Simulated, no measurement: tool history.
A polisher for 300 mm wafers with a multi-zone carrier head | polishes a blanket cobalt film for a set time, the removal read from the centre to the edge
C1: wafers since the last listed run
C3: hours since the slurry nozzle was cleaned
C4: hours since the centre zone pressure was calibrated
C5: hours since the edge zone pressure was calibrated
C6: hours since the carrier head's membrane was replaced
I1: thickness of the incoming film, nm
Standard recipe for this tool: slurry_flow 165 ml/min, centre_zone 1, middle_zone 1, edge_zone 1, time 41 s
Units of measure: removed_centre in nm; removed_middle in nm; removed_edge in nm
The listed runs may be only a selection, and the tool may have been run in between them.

{"run": 1, "hour": 0.0, "slurry_flow": 210, "centre_zone": 1, "middle_zone": 1, "edge_zone": 1.06, "time": 41, "C1": 0, "wafers polished on this pad": 436, "C3": 113.6, "C4": 216, "C5": 307.9, "C6": 530.8, "I1": 1526.9, "removed_centre": 138.5, "removed_middle": 135.5, "removed_edge": 142.1}
{"run": 2, "hour": 50.6, "slurry_flow": 210, "centre_zone": 1, "middle_zone": 1, "edge_zone": 1.06, "time": 41, "C1": 349, "wafers polished on this pad": 785, "C3": 164.2, "C4": 266.6, "C5": 358.5, "C6": 581.4, "I1": 1570.6, "removed_centre": 140.1, "removed_middle": 134.4, "removed_edge": 141}
{"run": 3, "hour": 155.8, "slurry_flow": 165, "centre_zone": 1, "middle_zone": 1, "edge_zone": 1, "time": 41, "C1": 726, "wafers polished on this pad": 1511, "C3": 269.4, "C4": 371.8, "C5": 463.7, "C6": 686.6, "I1": 1553.8, "removed_centre": 125.9, "removed_middle": 120.6, "removed_edge": 122.3}
{"hour": 165.2, "done": "centre zone pressure recalibrated"}
{"hour": 186.8, "done": "worn pad replaced by a new one"}
{"run": 4, "hour": 232.5, "slurry_flow": 165, "centre_zone": 1, "middle_zone": 1, "edge_zone": 1, "time": 52, "C1": 488, "wafers polished on this pad": 315, "C3": 346.1, "C4": 67.3, "C5": 540.4, "C6": 763.3, "I1": 1539.3, "removed_centre": 171.9, "removed_middle": 165.8, "removed_edge": 170.1}
{"run": 5, "hour": 322.5, "slurry_flow": 165, "centre_zone": 1, "middle_zone": 1, "edge_zone": 1, "time": 41, "C1": 621, "wafers polished on this pad": 937, "C3": 436.1, "C4": 157.3, "C5": 630.4, "C6": 853.3, "I1": 1557.1, "removed_centre": 131.2, "removed_middle": 126.7, "removed_edge": 130.9}
{"hour": 339.3, "done": "slurry nozzle cleaned"}
{"run": 6, "hour": 375.7, "slurry_flow": 165, "centre_zone": 1, "middle_zone": 1, "edge_zone": 1, "time": 41, "C1": 360, "wafers polished on this pad": 1297, "C3": 36.4, "C4": 210.5, "C5": 683.6, "C6": 906.5, "I1": 1549, "removed_centre": 125.3, "removed_middle": 121.6, "removed_edge": 123.4}
{"hour": 412.0, "done": "worn pad replaced by a new one"}
{"run": 7, "hour": 442.6, "slurry_flow": 165, "centre_zone": 1, "middle_zone": 1, "edge_zone": 1, "time": 41, "C1": 434, "wafers polished on this pad": 211, "C3": 103.3, "C4": 277.4, "C5": 750.5, "C6": 973.4, "I1": 1514.4, "removed_centre": 135.9, "removed_middle": 131.6, "removed_edge": 132.4}
{"run": 8, "hour": 486.0, "slurry_flow": 205, "centre_zone": 1, "middle_zone": 1, "edge_zone": 0.97, "time": 41, "C1": 299, "wafers polished on this pad": 511, "C3": 146.7, "C4": 320.8, "C5": 793.9, "C6": 1016.8, "I1": 1534.2, "removed_centre": 137.4, "removed_middle": 131.3, "removed_edge": 133.7}
{"hour": 512.2, "done": "edge zone pressure recalibrated"}
{"hour": 561.3, "done": "centre zone pressure recalibrated"}
{"run": 9, "hour": 579.6, "slurry_flow": 115, "centre_zone": 1.09, "middle_zone": 0.96, "edge_zone": 1.11, "time": 41, "C1": 618, "wafers polished on this pad": 1129, "C3": 240.3, "C4": 18.3, "C5": 67.4, "C6": 1110.4, "I1": 1559, "removed_centre": 125.9, "removed_middle": 109, "removed_edge": 123.9}
{"hour": 657.5, "done": "worn pad replaced by a new one"}
{"run": 10, "hour": 668.7, "slurry_flow": 165, "centre_zone": 1.03, "middle_zone": 1, "edge_zone": 1, "time": 41, "C1": 587, "wafers polished on this pad": 77, "C3": 329.4, "C4": 107.4, "C5": 156.5, "C6": 1199.5, "I1": 1543.8, "removed_centre": 135.5, "removed_middle": 134, "removed_edge": 136.3}
{"hour": 765.4, "done": "carrier head's membrane replaced by a new one"}
{"hour": 788.9, "done": "slurry nozzle cleaned"}
{"hour": 887.3, "done": "worn pad replaced by a new one"}
{"hour": 916.7, "done": "centre zone pressure recalibrated"}
{"run": 11, "hour": 969.7, "slurry_flow": 150, "centre_zone": 1, "middle_zone": 1, "edge_zone": 1, "time": 54, "C1": 1995, "wafers polished on this pad": 554, "C3": 180.8, "C4": 53, "C5": 457.5, "C6": 204.3, "I1": 1553, "removed_centre": 174, "removed_middle": 166.6, "removed_edge": 167.7}
{"run": 12, "hour": 1017.8, "slurry_flow": 165, "centre_zone": 1, "middle_zone": 1.06, "edge_zone": 1.03, "time": 41, "C1": 332, "wafers polished on this pad": 887, "C3": 228.9, "C4": 101.1, "C5": 505.6, "C6": 252.4, "I1": 1532.8, "removed_centre": 130.4, "removed_middle": 131.4, "removed_edge": 129.9}
{"run": 13, "hour": 1096.0, "slurry_flow": 165, "centre_zone": 1, "middle_zone": 1, "edge_zone": 1, "time": 41, "C1": 539, "wafers polished on this pad": 1427, "C3": 307.1, "C4": 179.3, "C5": 583.8, "C6": 330.6, "I1": 1568.5, "removed_centre": 124.2, "removed_middle": 117.7, "removed_edge": 121.8}
{"hour": 1107.7, "done": "worn pad replaced by a new one"}
{"hour": 1165.1, "done": "edge zone pressure recalibrated"}
{"run": 14, "hour": 1183.5, "slurry_flow": 165, "centre_zone": 1, "middle_zone": 1, "edge_zone": 1, "time": 41, "C1": 562, "wafers polished on this pad": 509, "C3": 394.6, "C4": 266.8, "C5": 18.4, "C6": 418.1, "I1": 1542.7, "removed_centre": 132.1, "removed_middle": 131.6, "removed_edge": 134.1}
{"run": 15, "hour": 1232.5, "slurry_flow": 165, "centre_zone": 0.9, "middle_zone": 1, "edge_zone": 0.96, "time": 41, "C1": 338, "wafers polished on this pad": 847, "C3": 443.6, "C4": 315.8, "C5": 67.4, "C6": 467.1, "I1": 1527.3, "removed_centre": 119.8, "removed_middle": 128, "removed_edge": 129}

Measured minus without-hidden-state, run by run (identical run-to-run variation in each term; gauge scatter may differ):
Hidden conditions of the tool in this case: removal rate lost through wear of the pad, %; slurry flow missing at the pad, %; deviation of the centre zone's pressure from its setpoint, %; deviation of the edge zone's pressure from its setpoint, %.
run=1 removed_centre=-1.1 removed_middle=-1.1 removed_edge=-1.2
run=2 removed_centre=-3.7 removed_middle=-3.5 removed_edge=-3.7
run=3 removed_centre=-13.1 removed_middle=-12.6 removed_edge=-12.8
run=4 removed_centre=-1.8 removed_middle=-1.8 removed_edge=-1.8
run=5 removed_centre=-5.9 removed_middle=-5.7 removed_edge=-5.9
run=6 removed_centre=-10.5 removed_middle=-10.2 removed_edge=-10.2
run=7 removed_centre=-2.6 removed_middle=-2.5 removed_edge=-2.5
run=8 removed_centre=-3.9 removed_middle=-3.7 removed_edge=-3.8
run=9 removed_centre=-9.8 removed_middle=-8.5 removed_edge=-9.7
run=10 removed_centre=-0.5 removed_middle=-0.4 removed_edge=-0.4
run=11 removed_centre=-6.5 removed_middle=-6.3 removed_edge=-6.3
run=12 removed_centre=-7.8 removed_middle=-7.9 removed_edge=-7.8
run=13 removed_centre=-15.2 removed_middle=-14.4 removed_edge=-14.9
run=14 removed_centre=-1.9 removed_middle=-1.8 removed_edge=-1.9
run=15 removed_centre=-4.1 removed_middle=-4.4 removed_edge=-4.4
